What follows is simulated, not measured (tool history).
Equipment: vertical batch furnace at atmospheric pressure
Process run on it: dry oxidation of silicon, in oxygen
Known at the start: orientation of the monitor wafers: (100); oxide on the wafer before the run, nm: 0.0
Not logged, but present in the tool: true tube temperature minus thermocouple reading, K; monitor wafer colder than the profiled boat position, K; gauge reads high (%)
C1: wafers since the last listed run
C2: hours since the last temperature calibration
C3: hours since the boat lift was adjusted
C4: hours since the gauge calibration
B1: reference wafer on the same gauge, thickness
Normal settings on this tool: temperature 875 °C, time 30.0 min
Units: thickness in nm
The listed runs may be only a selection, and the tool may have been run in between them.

Run 1, hour 0.0: usual settings but temperature 869 °C; C1 0; C2 1554.4; C3 3856.3; C4 81.7; B1 7.60. Result: thickness 8.40 nm.
Run 2, hour 13.8: usual settings but time 35.0 min; C1 177; C2 1568.2; C3 3870.1; C4 95.5; B1 7.59. Result: thickness 10.07 nm.
Run 3, hour 32.1: usual settings but time 23.0 min; C1 235; C2 1586.5; C3 3888.4; C4 113.8; B1 7.59. Result: thickness 7.53 nm.
Run 4, hour 50.9: usual settings but time 23.0 min; C1 241; C2 1605.3; C3 3907.2; C4 132.6; B1 7.59. Result: thickness 7.49 nm.
Run 5, hour 66.6: usual settings but time 38.0 min; C1 202; C2 1621.0; C3 3922.9; C4 148.3; B1 7.59. Result: thickness 10.74 nm.
At hour 102.5: boat lift adjusted.
Run 6, hour 103.0: usual settings but time 38.0 min; C1 159; C2 1657.4; C3 0.5; C4 184.7; B1 7.59. Result: thickness 10.68 nm.
Run 7, hour 107.6: usual settings but time 38.0 min; C1 59; C2 1662.0; C3 5.1; C4 189.3; B1 7.60. Result: thickness 10.71 nm.
Run 8, hour 115.4: usual settings but temperature 886 °C; C1 100; C2 1669.8; C3 12.9; C4 197.1; B1 7.59. Result: thickness 10.32 nm.
At hour 142.1: gauge calibrated.
At hour 149.6: thermocouples replaced and temperature profile calibrated.
Run 9, hour 150.1: usual settings but temperature 861 °C; C1 137; C2 0.5; C3 47.6; C4 8.0; B1 7.59. Result: thickness 7.64 nm.
Run 10, hour 154.7: usual settings; C1 59; C2 5.1; C3 52.2; C4 12.6; B1 7.58. Result: thickness 9.08 nm.
Run 11, hour 159.4: usual settings but temperature 889 °C, time 37.0 min; C1 60; C2 9.8; C3 56.9; C4 17.3; B1 7.59. Result: thickness 12.30 nm.
Run 12, hour 167.3: usual settings but temperature 898 °C, time 44.0 min; C1 101; C2 17.7; C3 64.8; C4 25.2; B1 7.60. Result: thickness 15.26 nm.
Run 13, hour 176.3: usual settings but temperature 897 °C; C1 115; C2 26.7; C3 73.8; C4 34.2; B1 7.59. Result: thickness 11.61 nm.
Run 14, hour 189.4: usual settings; C1 168; C2 39.8; C3 86.9; C4 47.3; B1 7.59. Result: thickness 9.04 nm.
Run 15, hour 197.7: usual settings; C1 106; C2 48.1; C3 95.2; C4 55.6; B1 7.60. Result: thickness 9.06 nm.
Run 16, hour 209.8: usual settings but temperature 866 °C; C1 155; C2 60.2; C3 107.3; C4 67.7; B1 7.58. Result: thickness 8.18 nm.
Run 17, hour 227.4: usual settings but temperature 888 °C, time 37.0 min; C1 226; C2 77.8; C3 124.9; C4 85.3; B1 7.59. Result: thickness 12.16 nm.
Run 18, hour 243.0: usual settings; C1 200; C2 93.4; C3 140.5; C4 100.9; B1 7.58. Result: thickness 9.03 nm.
Run 19, hour 250.0: usual settings but temperature 863 °C; C1 90; C2 100.4; C3 147.5; C4 107.9; B1 7.58. Result: thickness 7.89 nm.
Run 20, hour 259.4: usual settings but time 20.5 min; C1 120; C2 109.8; C3 156.9; C4 117.3; B1 7.59. Result: thickness 6.94 nm.

3 options for the next run, each taken on its own from the tool as it stands now. Forecast them:
Run A, hour 264.1: usual settings but time 18.0 min; C1 60; C2 114.5; C3 161.6; C4 122.0; B1 ?. Result: thickness ?.
Run B, hour 264.1: usual settings but temperature 865 °C, time 17.5 min; C1 60; C2 114.5; C3 161.6; C4 122.0; B1 ?. Result: thickness ?.
Run C, hour 264.1: usual settings but temperature 857 °C, time 37.0 min; C1 60; C2 114.5; C3 161.6; C4 122.0; B1 ?. Result: thickness ?.

run    B1  thickness
  A  7.59       6.28
  B  7.59       5.46
  C  7.59       8.47
Take away the tool's hidden state, keep each run's random variation, and the runs would have read:
run  thickness
  A       6.28
  B       5.46
  C       8.47
